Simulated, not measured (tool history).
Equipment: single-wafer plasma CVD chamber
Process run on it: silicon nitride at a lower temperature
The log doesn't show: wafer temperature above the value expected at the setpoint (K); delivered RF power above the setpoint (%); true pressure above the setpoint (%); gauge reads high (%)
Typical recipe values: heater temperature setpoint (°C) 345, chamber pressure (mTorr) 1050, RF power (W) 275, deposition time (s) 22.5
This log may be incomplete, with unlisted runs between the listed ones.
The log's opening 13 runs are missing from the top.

| run | hour | heater temperature setpoint (°C) | chamber pressure (mTorr) | RF power (W) | deposition time (s) | wafers since the last listed run | hours since the last thermocouple change | hours since the last RF generator calibration | hours since the last manometer calibration | hours since the showerhead was replaced | hours since the gauge calibration | read-back reference wafer on the same gauge, thickness_nm | mean film thickness on the monitor wafer (Å) |
|---|---|---|---|---|---|---|---|---|---|---|---|---|---|
| 14 | 374.6 | 345 | 1050 | 275 | 22.5 | 320 | 109.3 | 1207.9 | 183.3 | 81.3 | 185.3 | 20.039 | 190.1 |
| 15 | 402.1 | 345 | 1050 | 275 | 22.5 | 440 | 136.8 | 1235.4 | 210.8 | 108.8 | 212.8 | 19.984 | 189.45 |
| 16 | 422.7 | 340 | 1190 | 275 | 22.5 | 329 | 157.4 | 1256 | 231.4 | 129.4 | 233.4 | 19.946 | 195.87 |
| 17 | 458.3 | 358 | 820 | 295 | 25.9 | 569 | 193 | 1291.6 | 267 | 165 | 269 | 19.913 | 212.71 |
| 18 | 474.6 | 345 | 1050 | 275 | 22.5 | 260 | 209.3 | 1307.9 | 283.3 | 181.3 | 285.3 | 19.906 | 188.54 |
| 19 | 506.7 | 345 | 1050 | 275 | 25.5 | 513 | 241.4 | 1340 | 315.4 | 213.4 | 317.4 | 19.88 | 213.74 |
| 20 | 538.4 | 345 | 1050 | 275 | 18.9 | 507 | 273.1 | 1371.7 | 347.1 | 245.1 | 349.1 | 19.817 | 157.89 |
| 21 | 566.8 | 345 | 930 | 275 | 18.8 | 454 | 301.5 | 1400.1 | 375.5 | 273.5 | 377.5 | 19.825 | 151.35 |
|  | 629.3 | RF generator calibrated |
| 22 | 638.6 | 357 | 1050 | 275 | 22.5 | 1021 | 373.3 | 9.3 | 447.3 | 345.3 | 449.3 | 19.78 | 186.64 |
| 23 | 657.8 | 345 | 1050 | 275 | 22.5 | 307 | 392.5 | 28.5 | 466.5 | 364.5 | 468.5 | 19.757 | 185.79 |
| 24 | 689.1 | 336 | 1050 | 230 | 25.7 | 501 | 423.8 | 59.8 | 497.8 | 395.8 | 499.8 | 19.735 | 183.09 |
| 25 | 710.9 | 345 | 1300 | 295 | 22.5 | 348 | 445.6 | 81.6 | 519.6 | 417.6 | 521.6 | 19.719 | 209.64 |
| 26 | 731.8 | 358 | 1050 | 275 | 18.1 | 334 | 466.5 | 102.5 | 540.5 | 438.5 | 542.5 | 19.715 | 148.42 |
| 27 | 764.9 | 356 | 920 | 250 | 23.9 | 529 | 499.6 | 135.6 | 573.6 | 471.6 | 575.6 | 19.698 | 173.42 |
| 28 | 787.2 | 345 | 970 | 275 | 20.5 | 356 | 521.9 | 157.9 | 595.9 | 493.9 | 597.9 | 19.68 | 166.69 |
| 29 | 811.9 | 345 | 1050 | 275 | 22.5 | 395 | 546.6 | 182.6 | 620.6 | 518.6 | 622.6 | 19.68 | 186.97 |
| 30 | 826.7 | 356 | 920 | 310 | 18.2 | 236 | 561.4 | 197.4 | 635.4 | 533.4 | 637.4 | 19.658 | 159.56 |

Predict each of these 3 candidate next runs independently; none follows another, all start after run 30:
| A | 827.1 | 345 | 1050 | 275 | 22.5 | 6 | 561.8 | 197.8 | 635.8 | 533.8 | 637.8 | ? | ? |
| B | 827.1 | 345 | 1050 | 290 | 23.6 | 6 | 561.8 | 197.8 | 635.8 | 533.8 | 637.8 | ? | ? |
| C | 827.1 | 335 | 1050 | 310 | 22.5 | 6 | 561.8 | 197.8 | 635.8 | 533.8 | 637.8 | ? | ? |

| run | read-back reference wafer on the same gauge, thickness_nm | mean film thickness on the monitor wafer (Å) |
|---|---|---|
| A | 19.682 | 186.32 |
| B | 19.682 | 204.27 |
| C | 19.682 | 206.42 |
The same runs, with their run-to-run variation unchanged, on a tool lacking any hidden condition would have given:
| run | mean film thickness on the monitor wafer (Å) |
|---|---|
| A | 193.17 |
| B | 211.79 |
| C | 214.02 |

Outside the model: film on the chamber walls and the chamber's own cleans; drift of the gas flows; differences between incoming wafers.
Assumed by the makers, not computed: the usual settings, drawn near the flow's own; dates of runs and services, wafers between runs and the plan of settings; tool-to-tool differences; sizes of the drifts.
